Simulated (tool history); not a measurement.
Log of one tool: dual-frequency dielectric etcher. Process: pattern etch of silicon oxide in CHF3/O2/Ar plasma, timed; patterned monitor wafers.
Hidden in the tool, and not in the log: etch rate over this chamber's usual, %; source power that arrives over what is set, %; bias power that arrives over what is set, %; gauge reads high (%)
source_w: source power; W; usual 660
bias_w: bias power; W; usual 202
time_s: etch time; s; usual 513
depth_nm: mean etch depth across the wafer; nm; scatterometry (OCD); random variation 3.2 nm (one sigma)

run	hour	source_w	bias_w	time_s	wafers since the last listed run	hours since the last wet clean	hours since the last source power generator calibration	hours since the last bias power generator calibration	hours since the last upper electrode change	hours since the gauge calibration	read-back reference wafer on the same gauge, depth_nm	depth_nm
1	0	660	202	513	0	253.3	2581.8	2917.8	3363	565.7	1220.8	1099.9
2	46.9	660	183	513	211	300.2	2628.7	2964.7	3409.9	612.6	1220.1	1060.5
3	117	660	183	513	316	370.3	2698.8	3034.8	3480	682.7	1219.2	1059.3
4	214.7	660	202	513	441	468	2796.5	3132.5	3577.7	780.4	1220.7	1105.6
5	309.7	660	202	513	428	563	2891.5	3227.5	3672.7	875.4	1219	1099
# hour 368.1: wet clean of the chamber
6	400.6	660	202	513	302	32.5	2982.4	3318.4	3763.6	966.3	1220.3	1102
7	470.9	660	202	513	317	102.8	3052.7	3388.7	3833.9	1036.6	1221.2	1103.5
8	538.9	660	241	416.5	307	170.8	3120.7	3456.7	3901.9	1104.6	1219.2	953.8
9	645.4	660	241	416.5	480	277.3	3227.2	3563.2	4008.4	1211.1	1218.6	954.5
10	724.6	660	241	416.5	357	356.5	3306.4	3642.4	4087.6	1290.3	1219.8	956.3
11	803.7	660	227	631.5	357	435.6	3385.5	3721.5	4166.7	1369.4	1219.1	1414.7
# hour 855.1: bias power generator calibrated
# hour 875.9: wet clean of the chamber
12	878.8	660	227	631.5	227	2.9	3460.6	23.7	4241.8	1444.5	1219.8	1416.1
13	957.3	660	227	631.5	354	81.4	3539.1	102.2	4320.3	1523	1219	1411.2
# hour 1063.9: gauge calibrated
14	1173	540	202	629	973	297.1	3754.8	317.9	4536	109.1	1220.1	1249.8
15	1262.3	590	202	513	403	386.4	3844.1	407.2	4625.3	198.4	1219.6	1063.8
16	1363.5	660	202	513	456	487.6	3945.3	508.4	4726.5	299.6	1219.8	1099.7
# hour 1436: upper electrode replaced
17	1436.5	730	233	513	221	560.6	4018.3	581.4	0.5	372.6	1218.9	1206.5
# hour 1483.4: wet clean of the chamber
18	1533.5	540	217	380.5	329	50.1	4115.3	678.4	97.5	469.6	1219.6	777.6
19	1574.8	550	162	644	186	91.4	4156.6	719.7	138.8	510.9	1219.7	1196.4
20	1624.7	660	183	513	225	141.3	4206.5	769.6	188.7	560.8	1220.6	1062.5
21	1680.8	660	220	387	253	197.4	4262.6	825.7	244.8	616.9	1219.1	862.1

The next listed run, before its measurement:
# hour 1726.9: source power generator calibrated
22	1774.3	660	202	450.5	404	290.9	47.4	919.2	338.3	710.4	?	?

read-back reference wafer on the same gauge, depth_nm: 1220
depth_nm: 967.2 nm
Without the tool's hidden state the same run would have given depth_nm 967.2 nm.
